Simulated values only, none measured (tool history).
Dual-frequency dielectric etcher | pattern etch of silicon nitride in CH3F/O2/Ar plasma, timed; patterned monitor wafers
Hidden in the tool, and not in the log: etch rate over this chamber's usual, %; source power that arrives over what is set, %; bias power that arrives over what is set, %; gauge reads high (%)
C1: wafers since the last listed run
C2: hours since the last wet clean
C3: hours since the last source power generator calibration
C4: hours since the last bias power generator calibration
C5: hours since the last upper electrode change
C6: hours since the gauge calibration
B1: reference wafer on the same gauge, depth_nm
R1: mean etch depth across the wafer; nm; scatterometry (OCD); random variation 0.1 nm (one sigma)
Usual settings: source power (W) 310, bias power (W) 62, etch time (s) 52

{"run": 1, "day": 0.0, "source power (W)": 370, "bias power (W)": 62, "etch time (s)": 52, "C1": 0, "C2": 122.7, "C3": 4012.3, "C4": 2210.9, "C5": 3290.8, "C6": 319.7, "B1": 31.49, "R1": 30.65}
{"run": 2, "day": 1.65, "source power (W)": 370, "bias power (W)": 62, "etch time (s)": 52, "C1": 318, "C2": 162.3, "C3": 4051.9, "C4": 2250.5, "C5": 3330.4, "C6": 359.3, "B1": 31.48, "R1": 31.03}
{"run": 3, "day": 3.758, "source power (W)": 310, "bias power (W)": 62, "etch time (s)": 52, "C1": 406, "C2": 212.9, "C3": 4102.5, "C4": 2301.1, "C5": 3381, "C6": 409.9, "B1": 31.52, "R1": 29.38}
{"run": 4, "day": 6.162, "source power (W)": 310, "bias power (W)": 62, "etch time (s)": 52, "C1": 464, "C2": 270.6, "C3": 4160.2, "C4": 2358.8, "C5": 3438.7, "C6": 467.6, "B1": 31.5, "R1": 29.29}
{"run": 5, "day": 9.804, "source power (W)": 260, "bias power (W)": 62, "etch time (s)": 52, "C1": 702, "C2": 358, "C3": 4247.6, "C4": 2446.2, "C5": 3526.1, "C6": 555, "B1": 31.49, "R1": 27.98}
{"day": 12.142, "done": "source power generator calibrated"}
{"run": 6, "day": 12.158, "source power (W)": 260, "bias power (W)": 62, "etch time (s)": 52, "C1": 422, "C2": 414.5, "C3": 0.4, "C4": 2502.7, "C5": 3582.6, "C6": 611.5, "B1": 31.49, "R1": 27.97}
{"day": 14.55, "done": "wet clean of the chamber"}
{"run": 7, "day": 15.071, "source power (W)": 310, "bias power (W)": 53, "etch time (s)": 52, "C1": 369, "C2": 12.5, "C3": 70.3, "C4": 2572.6, "C5": 3652.5, "C6": 681.4, "B1": 31.48, "R1": 27.87}
{"run": 8, "day": 16.404, "source power (W)": 310, "bias power (W)": 62, "etch time (s)": 52, "C1": 257, "C2": 44.5, "C3": 102.3, "C4": 2604.6, "C5": 3684.5, "C6": 713.4, "B1": 31.49, "R1": 29.32}
{"run": 9, "day": 17.583, "source power (W)": 310, "bias power (W)": 62, "etch time (s)": 52, "C1": 227, "C2": 72.8, "C3": 130.6, "C4": 2632.9, "C5": 3712.8, "C6": 741.7, "B1": 31.47, "R1": 29.35}
{"run": 10, "day": 19.6, "source power (W)": 310, "bias power (W)": 56, "etch time (s)": 52, "C1": 389, "C2": 121.2, "C3": 179, "C4": 2681.3, "C5": 3761.2, "C6": 790.1, "B1": 31.49, "R1": 28.3}
{"run": 11, "day": 21.675, "source power (W)": 310, "bias power (W)": 62, "etch time (s)": 52, "C1": 400, "C2": 171, "C3": 228.8, "C4": 2731.1, "C5": 3811, "C6": 839.9, "B1": 31.5, "R1": 29.54}
{"run": 12, "day": 24.029, "source power (W)": 310, "bias power (W)": 62, "etch time (s)": 52, "C1": 454, "C2": 227.5, "C3": 285.3, "C4": 2787.6, "C5": 3867.5, "C6": 896.4, "B1": 31.49, "R1": 29.66}
{"day": 33.071, "done": "wet clean of the chamber"}
{"run": 13, "day": 33.092, "source power (W)": 310, "bias power (W)": 62, "etch time (s)": 52, "C1": 1556, "C2": 0.5, "C3": 502.8, "C4": 3005.1, "C5": 4085, "C6": 1113.9, "B1": 31.51, "R1": 29.64}
{"day": 33.975, "done": "bias power generator calibrated"}
{"day": 34.558, "done": "upper electrode replaced"}
{"run": 14, "day": 35.45, "source power (W)": 310, "bias power (W)": 75, "etch time (s)": 52, "C1": 310, "C2": 57.1, "C3": 559.4, "C4": 35.4, "C5": 21.4, "C6": 1170.5, "B1": 31.46, "R1": 31.08}
{"day": 35.6, "done": "gauge calibrated"}
{"run": 15, "day": 38.183, "source power (W)": 250, "bias power (W)": 52, "etch time (s)": 57, "C1": 527, "C2": 122.7, "C3": 625, "C4": 101, "C5": 87, "C6": 62, "B1": 31.48, "R1": 28.16}
{"run": 16, "day": 39.196, "source power (W)": 310, "bias power (W)": 62, "etch time (s)": 52, "C1": 195, "C2": 147, "C3": 649.3, "C4": 125.3, "C5": 111.3, "C6": 86.3, "B1": 31.48, "R1": 29.06}
{"run": 17, "day": 40.367, "source power (W)": 310, "bias power (W)": 62, "etch time (s)": 52, "C1": 225, "C2": 175.1, "C3": 677.4, "C4": 153.4, "C5": 139.4, "C6": 114.4, "B1": 31.5, "R1": 29.02}
{"run": 18, "day": 41.9, "source power (W)": 360, "bias power (W)": 56, "etch time (s)": 56.5, "C1": 295, "C2": 211.9, "C3": 714.2, "C4": 190.2, "C5": 176.2, "C6": 151.2, "B1": 31.47, "R1": 31.71}
{"run": 19, "day": 43.758, "source power (W)": 360, "bias power (W)": 51, "etch time (s)": 52, "C1": 358, "C2": 256.5, "C3": 758.8, "C4": 234.8, "C5": 220.8, "C6": 195.8, "B1": 31.52, "R1": 28.34}
{"run": 20, "day": 48.804, "source power (W)": 310, "bias power (W)": 62, "etch time (s)": 57.5, "C1": 973, "C2": 377.6, "C3": 879.9, "C4": 355.9, "C5": 341.9, "C6": 316.9, "B1": 31.49, "R1": 32.03}
{"day": 49.867, "done": "wet clean of the chamber"}
{"run": 21, "day": 51.454, "source power (W)": 390, "bias power (W)": 78, "etch time (s)": 39, "C1": 318, "C2": 38.1, "C3": 943.5, "C4": 419.5, "C5": 405.5, "C6": 380.5, "B1": 31.51, "R1": 25.38}
{"run": 22, "day": 53.829, "source power (W)": 310, "bias power (W)": 55, "etch time (s)": 61.5, "C1": 458, "C2": 95.1, "C3": 1000.5, "C4": 476.5, "C5": 462.5, "C6": 437.5, "B1": 31.5, "R1": 32.88}
{"run": 23, "day": 57.375, "source power (W)": 310, "bias power (W)": 62, "etch time (s)": 52, "C1": 684, "C2": 180.2, "C3": 1085.6, "C4": 561.6, "C5": 547.6, "C6": 522.6, "B1": 31.48, "R1": 29.04}
{"run": 24, "day": 60.108, "source power (W)": 370, "bias power (W)": 68, "etch time (s)": 42, "C1": 527, "C2": 245.8, "C3": 1151.2, "C4": 627.2, "C5": 613.2, "C6": 588.2, "B1": 31.49, "R1": 25.45}
{"run": 25, "day": 63.092, "source power (W)": 340, "bias power (W)": 51, "etch time (s)": 45, "C1": 575, "C2": 317.4, "C3": 1222.8, "C4": 698.8, "C5": 684.8, "C6": 659.8, "B1": 31.51, "R1": 23.94}
{"run": 26, "day": 64.621, "source power (W)": 310, "bias power (W)": 62, "etch time (s)": 52, "C1": 295, "C2": 354.1, "C3": 1259.5, "C4": 735.5, "C5": 721.5, "C6": 696.5, "B1": 31.48, "R1": 29.19}
{"run": 27, "day": 66.121, "source power (W)": 310, "bias power (W)": 62, "etch time (s)": 52, "C1": 289, "C2": 390.1, "C3": 1295.5, "C4": 771.5, "C5": 757.5, "C6": 732.5, "B1": 31.49, "R1": 29.1}
{"run": 28, "day": 67.288, "source power (W)": 310, "bias power (W)": 53, "etch time (s)": 39.5, "C1": 225, "C2": 418.1, "C3": 1323.5, "C4": 799.5, "C5": 785.5, "C6": 760.5, "B1": 31.48, "R1": 20.94}
{"day": 69.058, "done": "wet clean of the chamber"}
{"run": 29, "day": 70.2, "source power (W)": 340, "bias power (W)": 62, "etch time (s)": 38.5, "C1": 369, "C2": 27.4, "C3": 1393.4, "C4": 869.4, "C5": 855.4, "C6": 830.4, "B1": 31.46, "R1": 22.08}

5 ways to go on from here, each from the tool as it stands after run 29. What would each give?
{"run": "A", "day": 70.217, "source power (W)": 310, "bias power (W)": 62, "etch time (s)": 40, "C1": 3, "C2": 27.8, "C3": 1393.8, "C4": 869.8, "C5": 855.8, "C6": 830.8, "B1": "?", "R1": "?"}
{"run": "B", "day": 70.217, "source power (W)": 310, "bias power (W)": 62, "etch time (s)": 47.5, "C1": 3, "C2": 27.8, "C3": 1393.8, "C4": 869.8, "C5": 855.8, "C6": 830.8, "B1": "?", "R1": "?"}
{"run": "C", "day": 70.217, "source power (W)": 310, "bias power (W)": 72, "etch time (s)": 52, "C1": 3, "C2": 27.8, "C3": 1393.8, "C4": 869.8, "C5": 855.8, "C6": 830.8, "B1": "?", "R1": "?"}
{"run": "D", "day": 70.217, "source power (W)": 310, "bias power (W)": 70, "etch time (s)": 52, "C1": 3, "C2": 27.8, "C3": 1393.8, "C4": 869.8, "C5": 855.8, "C6": 830.8, "B1": "?", "R1": "?"}
{"run": "E", "day": 70.217, "source power (W)": 260, "bias power (W)": 74, "etch time (s)": 52, "C1": 3, "C2": 27.8, "C3": 1393.8, "C4": 869.8, "C5": 855.8, "C6": 830.8, "B1": "?", "R1": "?"}

run=A B1=31.49 R1=22.41
run=B B1=31.49 R1=26.62
run=C B1=31.49 R1=30.78
run=D B1=31.49 R1=30.46
run=E B1=31.49 R1=29.66
Without the tool's hidden state the same runs would have given:
run=A R1=22.34
run=B R1=26.53
run=C R1=30.68
run=D R1=30.36
run=E R1=29.56
